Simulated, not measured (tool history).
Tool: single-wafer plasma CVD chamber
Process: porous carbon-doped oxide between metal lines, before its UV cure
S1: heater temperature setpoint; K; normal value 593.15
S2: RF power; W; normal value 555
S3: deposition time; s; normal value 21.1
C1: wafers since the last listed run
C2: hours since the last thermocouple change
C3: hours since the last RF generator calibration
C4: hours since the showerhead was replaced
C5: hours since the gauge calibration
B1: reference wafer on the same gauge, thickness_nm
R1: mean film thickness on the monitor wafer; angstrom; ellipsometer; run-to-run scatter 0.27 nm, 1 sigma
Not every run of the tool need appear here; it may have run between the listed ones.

| run | hour | S1 | S2 | S3 | C1 | C2 | C3 | C4 | C5 | B1 | R1 |
|---|---|---|---|---|---|---|---|---|---|---|---|
| 1 | 0.0 | 588.15 | 555 | 19.5 | 0 | 716.7 | 1884.6 | 5249.6 | 75.8 | 110.110 | 962.55 |
| 2 | 44.4 | 588.15 | 555 | 19.5 | 1355 | 761.1 | 1929.0 | 5294.0 | 120.2 | 110.090 | 961.60 |
| 3 | 57.2 | 593.15 | 555 | 23.8 | 390 | 773.9 | 1941.8 | 5306.8 | 133.0 | 110.171 | 1128.80 |
| 4 | 84.2 | 593.15 | 555 | 21.1 | 824 | 800.9 | 1968.8 | 5333.8 | 160.0 | 110.096 | 1009.41 |
| 5 | 99.5 | 593.15 | 555 | 21.1 | 467 | 816.2 | 1984.1 | 5349.1 | 175.3 | 110.054 | 1012.57 |
| 6 | 126.6 | 593.15 | 555 | 21.1 | 827 | 843.3 | 2011.2 | 5376.2 | 202.4 | 110.189 | 1013.03 |
| 7 | 140.3 | 600.15 | 555 | 21.1 | 418 | 857.0 | 2024.9 | 5389.9 | 216.1 | 110.154 | 974.57 |
| 8 | 159.9 | 600.15 | 555 | 21.1 | 598 | 876.6 | 2044.5 | 5409.5 | 235.7 | 110.216 | 973.52 |
| 9 | 172.9 | 600.15 | 555 | 21.1 | 396 | 889.6 | 2057.5 | 5422.5 | 248.7 | 110.145 | 974.45 |
|  | 207.0 | thermocouple changed; heater temperature recalibrated |
| 10 | 207.5 | 593.15 | 555 | 21.1 | 812 | 0.5 | 2092.1 | 5457.1 | 283.3 | 110.068 | 989.13 |
| 11 | 223.2 | 593.15 | 555 | 21.1 | 479 | 16.2 | 2107.8 | 5472.8 | 299.0 | 109.978 | 986.72 |
|  | 235.0 | showerhead replaced |
| 12 | 238.4 | 593.15 | 555 | 21.1 | 219 | 31.4 | 2123.0 | 3.4 | 314.2 | 110.132 | 987.27 |
| 13 | 251.4 | 593.15 | 555 | 21.1 | 396 | 44.4 | 2136.0 | 16.4 | 327.2 | 110.009 | 989.08 |
| 14 | 272.2 | 593.15 | 555 | 22.7 | 634 | 65.2 | 2156.8 | 37.2 | 348.0 | 110.101 | 1065.29 |
| 15 | 284.7 | 593.15 | 555 | 21.1 | 381 | 77.7 | 2169.3 | 49.7 | 360.5 | 110.067 | 991.93 |
| 16 | 304.3 | 593.15 | 625 | 21.1 | 598 | 97.3 | 2188.9 | 69.3 | 380.1 | 110.090 | 1034.24 |
| 17 | 339.7 | 598.15 | 555 | 23.7 | 1080 | 132.7 | 2224.3 | 104.7 | 415.5 | 110.153 | 1078.71 |
| 18 | 361.0 | 584.15 | 555 | 21.1 | 650 | 154.0 | 2245.6 | 126.0 | 436.8 | 110.073 | 1045.70 |
|  | 371.7 | RF generator calibrated |
| 19 | 400.7 | 607.15 | 595 | 24.6 | 967 | 193.7 | 29.0 | 165.7 | 476.5 | 110.026 | 1094.89 |
| 20 | 431.0 | 578.15 | 495 | 18.7 | 925 | 224.0 | 59.3 | 196.0 | 506.8 | 110.123 | 934.34 |
| 21 | 456.9 | 605.15 | 555 | 22.4 | 790 | 249.9 | 85.2 | 221.9 | 532.7 | 110.075 | 990.92 |
|  | 459.8 | gauge calibrated |
| 22 | 485.1 | 597.15 | 555 | 23.9 | 860 | 278.1 | 113.4 | 250.1 | 25.3 | 110.131 | 1097.12 |
| 23 | 520.5 | 593.15 | 555 | 21.1 | 1080 | 313.5 | 148.8 | 285.5 | 60.7 | 110.139 | 994.34 |
| 24 | 547.5 | 593.15 | 555 | 21.1 | 824 | 340.5 | 175.8 | 312.5 | 87.7 | 110.077 | 995.28 |
| 25 | 573.6 | 598.15 | 640 | 23.5 | 796 | 366.6 | 201.9 | 338.6 | 113.8 | 110.075 | 1134.07 |
| 26 | 603.7 | 593.15 | 610 | 21.1 | 918 | 396.7 | 232.0 | 368.7 | 143.9 | 110.067 | 1028.40 |
| 27 | 616.0 | 593.15 | 520 | 19.1 | 375 | 409.0 | 244.3 | 381.0 | 156.2 | 110.009 | 887.27 |
| 28 | 632.3 | 593.15 | 625 | 21.1 | 497 | 425.3 | 260.6 | 397.3 | 172.5 | 110.093 | 1038.67 |
| 29 | 647.5 | 593.15 | 555 | 21.1 | 464 | 440.5 | 275.8 | 412.5 | 187.7 | 110.165 | 998.28 |

Predict each of these 3 candidate next runs independently; none follows another, all start after run 29:
| A | 647.9 | 593.15 | 555 | 24.8 | 12 | 440.9 | 276.2 | 412.9 | 188.1 | ? | ? |
| B | 647.9 | 579.15 | 555 | 23.6 | 12 | 440.9 | 276.2 | 412.9 | 188.1 | ? | ? |
| C | 647.9 | 593.15 | 500 | 23.4 | 12 | 440.9 | 276.2 | 412.9 | 188.1 | ? | ? |

| run | B1 | R1 |
|---|---|---|
| A | 110.156 | 1174.91 |
| B | 110.156 | 1217.47 |
| C | 110.156 | 1073.82 |
The same runs, with their run-to-run variation unchanged, on a tool lacking any hidden condition would have given:
| run | R1 |
|---|---|
| A | 1159.08 |
| B | 1199.70 |
| C | 1059.35 |
